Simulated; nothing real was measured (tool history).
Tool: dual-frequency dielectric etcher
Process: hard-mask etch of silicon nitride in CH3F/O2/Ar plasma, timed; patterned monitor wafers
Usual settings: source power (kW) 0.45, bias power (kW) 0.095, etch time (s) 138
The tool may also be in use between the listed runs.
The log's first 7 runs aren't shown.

run,day,source power (kW),bias power (kW),etch time (s),"read-back reference wafer on the same gauge, depth_nm",mean etch depth across the wafer (nm)
8,3.496,0.53,0.095,138,114,116.6
9,3.746,0.45,0.095,138,114,112.2
10,4.188,0.45,0.095,138,114,112.1
# day 5.208: upper electrode replaced
11,5.229,0.45,0.095,138,114,112.2
12,5.246,0.45,0.095,138,114,112.4
13,5.788,0.49,0.095,122,114,100.9
14,6.379,0.38,0.105,165,114,133.8
15,7.038,0.56,0.114,112.5,114,102.4
# day 7.079: gauge calibrated
16,7.742,0.45,0.095,107.5,114,87.5
17,8.75,0.41,0.083,138,114,105.4
18,9.242,0.45,0.095,138,114,111.9
19,9.583,0.45,0.114,138,114,119.4
20,9.917,0.45,0.095,117.5,114,95.5
# day 10.112: bias power generator calibrated
21,10.362,0.51,0.111,138,114,121.7
# day 10.983: source power generator calibrated
22,11.004,0.42,0.114,170.5,114,145
23,11.212,0.49,0.106,124,114,106.7
24,11.562,0.45,0.095,161.5,114,131.6
25,11.883,0.35,0.101,153.5,114,121
26,12.175,0.45,0.095,138,114,112.4
27,12.804,0.45,0.114,138,114,119.5
28,13.146,0.39,0.073,153,114,111.3
29,13.75,0.45,0.081,138,114,107
30,14.496,0.53,0.081,179,114,144.7

Forecast each of these 4 alternatives for the next run:
A,14.517,0.45,0.095,166.5,?,?
B,14.517,0.45,0.095,155,?,?
C,14.517,0.45,0.095,169,?,?
D,14.517,0.41,0.081,149,?,?

run,"read-back reference wafer on the same gauge, depth_nm",mean etch depth across the wafer (nm)
A,114,135.9
B,114,126.5
C,114,137.9
D,114,113.2
Without the tool's hidden state the same runs would have given:
run,mean etch depth across the wafer (nm)
A,134.7
B,125.4
C,136.8
D,112.2

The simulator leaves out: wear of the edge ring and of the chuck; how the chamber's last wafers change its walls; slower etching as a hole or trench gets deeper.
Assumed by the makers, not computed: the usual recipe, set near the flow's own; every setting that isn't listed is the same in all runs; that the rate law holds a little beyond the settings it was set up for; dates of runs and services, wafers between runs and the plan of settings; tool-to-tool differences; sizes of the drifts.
